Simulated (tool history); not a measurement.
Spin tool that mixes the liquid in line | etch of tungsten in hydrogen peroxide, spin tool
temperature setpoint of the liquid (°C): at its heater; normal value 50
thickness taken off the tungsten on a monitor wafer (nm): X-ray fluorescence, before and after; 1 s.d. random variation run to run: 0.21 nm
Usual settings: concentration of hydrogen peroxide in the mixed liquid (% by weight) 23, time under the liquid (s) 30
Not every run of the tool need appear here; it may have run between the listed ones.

run	hour	temperature setpoint of the liquid (°C)	concentration of hydrogen peroxide in the mixed liquid (% by weight)	time under the liquid (s)	wafers since the last listed run	hours since the thermometer was replaced	hours since the peroxide flow meter was replaced	hours since the heated supply line was repaired	hours since the drum of peroxide was connected	hours since the gauge calibration	read-back film thickness of the tungsten reference wafer, read on the same gauge (nm)	thickness taken off the tungsten on a monitor wafer (nm)
1	0	50	23	30	0	796.1	29.3	86.1	397	439.1	120.02	36.62
# hour 7: gauge calibrated
2	13.5	53	23	30	280	809.6	42.8	99.6	410.5	6.5	120.01	43.27
3	27.2	50	23	30	284	823.3	56.5	113.3	424.2	20.2	119.99	36.7
4	34.3	45	23	20	147	830.4	63.6	120.4	431.3	27.3	120	17.99
5	41.9	41	19.5	30	157	838	71.2	128	438.9	34.9	120.02	19.11
6	56.5	50	19.5	30	303	852.6	85.8	142.6	453.5	49.5	120	33.42
7	72	50	23	40	322	868.1	101.3	158.1	469	65	120.03	48.37
8	82.2	50	23	30	211	878.3	111.5	168.3	479.2	75.2	119.97	35.99
9	92	50	29.5	30	203	888.1	121.3	178.1	489	85	120.03	41.21
# hour 96.7: new drum of peroxide connected
10	99.3	50	17.5	25	130	895.4	128.6	185.4	2.6	92.3	119.99	26.55
# hour 108.6: thermometer replaced
11	111.9	50	23	30	241	3.3	141.2	198	15.2	104.9	119.97	36.1
12	120.4	50	23	30	176	11.8	149.7	206.5	23.7	113.4	120.02	36.25
13	135.4	54	23	35	311	26.8	164.7	221.5	38.7	128.4	120	53.3
14	146.9	54.5	23	15	238	38.3	176.2	233	50.2	139.9	120	23.7
15	159.4	50	23	30	259	50.8	188.7	245.5	62.7	152.4	119.99	36.18
16	168.4	50	23	30	187	59.8	197.7	254.5	71.7	161.4	119.98	36.32
17	176.7	50	23	30	172	68.1	206	262.8	80	169.7	120.03	35.43
18	190.9	45	23	15	295	82.3	220.2	277	94.2	183.9	120.04	13.15
19	199.1	50	23	30	170	90.5	228.4	285.2	102.4	192.1	119.98	35.72
20	205.8	40	23	35	139	97.2	235.1	291.9	109.1	198.8	120	22.12
21	212.1	50	23	30	130	103.5	241.4	298.2	115.4	205.1	119.97	35.96
22	218.9	56.5	23	30	141	110.3	248.2	305	122.2	211.9	120.01	53.36
23	225	50	23	30	126	116.4	254.3	311.1	128.3	218	119.99	35.57
24	240	40.5	16	45	311	131.4	269.3	326.1	143.3	233	119.99	24.51
25	253.6	54	23	40	282	145	282.9	339.7	156.9	246.6	120	60.75

Alternative continuations, all from the tool just after run 25; predict every row:
A	254	50	16.5	30	8	145.4	283.3	340.1	157.3	247	?	?
B	254	54.5	20	40	8	145.4	283.3	340.1	157.3	247	?	?
C	254	41.5	28.5	15	8	145.4	283.3	340.1	157.3	247	?	?
D	254	50	26	30	8	145.4	283.3	340.1	157.3	247	?	?
E	254	57.5	28	45	8	145.4	283.3	340.1	157.3	247	?	?

run	read-back film thickness of the tungsten reference wafer, read on the same gauge (nm)	thickness taken off the tungsten on a monitor wafer (nm)
A	119.99	30.26
B	119.99	58.32
C	119.99	11.64
D	119.99	37.99
E	119.99	92.68
Had the tool no hidden state, the same runs would have come out as:
run	thickness taken off the tungsten on a monitor wafer (nm)
A	31.26
B	60.19
C	12.05
D	39.24
E	95.6
